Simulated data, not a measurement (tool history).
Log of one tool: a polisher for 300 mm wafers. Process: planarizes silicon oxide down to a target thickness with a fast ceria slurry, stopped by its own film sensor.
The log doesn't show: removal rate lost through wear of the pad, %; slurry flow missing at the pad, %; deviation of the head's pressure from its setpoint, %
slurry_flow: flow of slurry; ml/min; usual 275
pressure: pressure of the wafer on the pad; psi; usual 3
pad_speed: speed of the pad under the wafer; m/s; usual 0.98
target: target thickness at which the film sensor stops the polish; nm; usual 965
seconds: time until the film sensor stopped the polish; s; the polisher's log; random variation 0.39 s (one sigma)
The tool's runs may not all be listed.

| run | hour | slurry_flow | pressure | pad_speed | target | wafers since the last listed run | wafers polished on this pad | hours since the slurry nozzle was cleaned | hours since the head pressure was calibrated | incoming thickness of the incoming film, nm | seconds |
|---|---|---|---|---|---|---|---|---|---|---|---|
| 1 | 0 | 275 | 3.7 | 0.98 | 965 | 0 | 1517 | 139 | 1139.7 | 1756.4 | 36.8 |
| 2 | 17.3 | 275 | 3.7 | 0.98 | 965 | 170 | 1688 | 156.3 | 1157 | 1777.8 | 38.6 |
| 3 | 37 | 275 | 3 | 0.98 | 847 | 194 | 1882 | 176 | 1176.7 | 1749.9 | 51.9 |
| 4 | 50.1 | 275 | 3 | 0.98 | 847 | 129 | 2012 | 189.1 | 1189.8 | 1734.4 | 50.7 |
|  | 59.8 | worn pad replaced by a new one |
| 5 | 81.4 | 275 | 3 | 0.98 | 847 | 269 | 213 | 220.4 | 1221.1 | 1764.7 | 48.5 |
| 6 | 94.4 | 275 | 3 | 0.84 | 1035 | 128 | 342 | 233.4 | 1234.1 | 1775 | 43.6 |
| 7 | 109.2 | 275 | 3 | 0.98 | 965 | 146 | 488 | 248.2 | 1248.9 | 1752 | 42.5 |
| 8 | 138.9 | 275 | 3 | 0.98 | 965 | 293 | 781 | 277.9 | 1278.6 | 1785.3 | 44.8 |
| 9 | 163.5 | 275 | 3 | 0.78 | 965 | 242 | 1024 | 302.5 | 1303.2 | 1741.9 | 48.8 |
| 10 | 198 | 275 | 3 | 0.78 | 965 | 340 | 1365 | 337 | 1337.7 | 1773.1 | 52.9 |
| 11 | 225.8 | 275 | 3 | 0.78 | 965 | 274 | 1640 | 364.8 | 1365.5 | 1765.4 | 53.4 |
| 12 | 244.7 | 315 | 3 | 0.98 | 965 | 186 | 1826 | 383.7 | 1384.4 | 1777.8 | 46.3 |
| 13 | 275.1 | 275 | 3 | 0.98 | 965 | 300 | 2127 | 414.1 | 1414.8 | 1789 | 49.6 |
|  | 298.9 | worn pad replaced by a new one |
| 14 | 301 | 275 | 3 | 0.98 | 965 | 216 | 20 | 440 | 1440.7 | 1763.4 | 45.2 |
|  | 318.9 | head pressure recalibrated |
| 15 | 323.7 | 215 | 3 | 0.98 | 965 | 204 | 224 | 462.7 | 4.8 | 1762.4 | 47.9 |
| 16 | 338.8 | 275 | 3 | 0.98 | 965 | 149 | 373 | 477.8 | 19.9 | 1789.9 | 48.5 |
|  | 345.2 | slurry nozzle cleaned |
| 17 | 353 | 275 | 2.6 | 0.98 | 965 | 130 | 504 | 7.8 | 34.1 | 1759.8 | 45.8 |
| 18 | 376.6 | 275 | 3 | 0.98 | 965 | 233 | 737 | 31.4 | 57.7 | 1773.6 | 42.8 |
| 19 | 390.3 | 275 | 2.3 | 0.74 | 1201 | 135 | 872 | 45.1 | 71.4 | 1776.4 | 44.2 |
| 20 | 426.3 | 345 | 3 | 0.98 | 965 | 355 | 1228 | 81.1 | 107.4 | 1777.4 | 43.2 |
| 21 | 452.7 | 275 | 2.2 | 1.22 | 965 | 260 | 1488 | 107.5 | 133.8 | 1782 | 49 |
| 22 | 468.5 | 235 | 3.6 | 1.3 | 778 | 156 | 1645 | 123.3 | 149.6 | 1785.3 | 40.3 |
|  | 498.1 | worn pad replaced by a new one |
| 23 | 503 | 275 | 3 | 0.98 | 738 | 301 | 48 | 157.8 | 184.1 | 1754.4 | 53.9 |
| 24 | 522.7 | 275 | 3 | 0.98 | 965 | 194 | 243 | 177.5 | 203.8 | 1764.1 | 42.1 |
| 25 | 537.4 | 275 | 3.5 | 0.78 | 965 | 145 | 388 | 192.2 | 218.5 | 1736.9 | 41 |
| 26 | 569.4 | 275 | 3.4 | 0.98 | 965 | 316 | 704 | 224.2 | 250.5 | 1774.6 | 39.7 |
| 27 | 586.2 | 245 | 2.2 | 1.26 | 873 | 165 | 870 | 241 | 267.3 | 1774.1 | 53.4 |
| 28 | 600.7 | 365 | 3 | 0.98 | 1126 | 143 | 1013 | 255.5 | 281.8 | 1770.6 | 33.9 |
| 29 | 626.6 | 275 | 3 | 0.98 | 743 | 255 | 1269 | 281.4 | 307.7 | 1762.6 | 55.1 |
| 30 | 642.1 | 275 | 2.6 | 0.98 | 805 | 153 | 1422 | 296.9 | 323.2 | 1802.9 | 62.4 |
| 31 | 676.5 | 275 | 3 | 0.98 | 805 | 339 | 1762 | 331.3 | 357.6 | 1780.8 | 56.3 |
|  | 688.6 | worn pad replaced by a new one |
| 32 | 703.5 | 275 | 3.7 | 1.28 | 1113 | 227 | 147 | 358.3 | 384.6 | 1775.8 | 25.2 |
| 33 | 724.8 | 275 | 2.4 | 0.98 | 717 | 210 | 357 | 379.6 | 405.9 | 1767.1 | 68.2 |
|  | 727.7 | slurry nozzle cleaned |
| 34 | 751.9 | 275 | 2.3 | 0.88 | 965 | 257 | 615 | 24.2 | 433 | 1769.3 | 55.1 |
| 35 | 767.5 | 275 | 3 | 0.98 | 965 | 154 | 769 | 39.8 | 448.6 | 1791.4 | 43 |
| 36 | 783.7 | 275 | 3.6 | 0.7 | 965 | 160 | 929 | 56 | 464.8 | 1769.2 | 44.9 |
| 37 | 816.4 | 225 | 3.9 | 1.2 | 1228 | 322 | 1252 | 88.7 | 497.5 | 1740.8 | 19.9 |
| 38 | 849.4 | 275 | 2.1 | 0.98 | 810 | 325 | 1578 | 121.7 | 530.5 | 1767.5 | 68.9 |

What the log doesn't show, run by run:
deviation of the head's pressure from its setpoint, %: 0 in every run
H1: removal rate lost through wear of the pad, %
H2: slurry flow missing at the pad, %
| run | H1 | H2 |
|---|---|---|
| 1 | 4.88 | 6.55 |
| 2 | 5.82 | 7.58 |
| 3 | 7.01 | 8.9 |
| 4 | 7.88 | 9.87 |
| 5 | 0.932 | 12.5 |
| 6 | 1.05 | 13.6 |
| 7 | 1.26 | 15.1 |
| 8 | 1.9 | 18.2 |
| 9 | 2.65 | 21.1 |
| 10 | 4.04 | 25.6 |
| 11 | 5.45 | 29.5 |
| 12 | 6.55 | 32.4 |
| 13 | 8.58 | 37.3 |
| 14 | 0.211 | 41.7 |
| 15 | 0.313 | 45.9 |
| 16 | 0.475 | 48.7 |
| 17 | 0.697 | 3.12 |
| 18 | 1.21 | 3.31 |
| 19 | 1.6 | 3.52 |
| 20 | 2.91 | 4.44 |
| 21 | 4.15 | 5.44 |
| 22 | 5 | 6.18 |
| 23 | 0.903 | 8.14 |
| 24 | 1 | 9.47 |
| 25 | 1.16 | 10.6 |
| 26 | 1.75 | 13.3 |
| 27 | 2.19 | 14.8 |
| 28 | 2.65 | 16.3 |
| 29 | 3.65 | 19.1 |
| 30 | 4.35 | 20.9 |
| 31 | 6.2 | 25.3 |
| 32 | 0.138 | 29 |
| 33 | 0.319 | 32.2 |
| 34 | 0.769 | 1.81 |
| 35 | 1.14 | 2.01 |
| 36 | 1.61 | 2.32 |
| 37 | 2.82 | 3.28 |
| 38 | 4.41 | 4.68 |
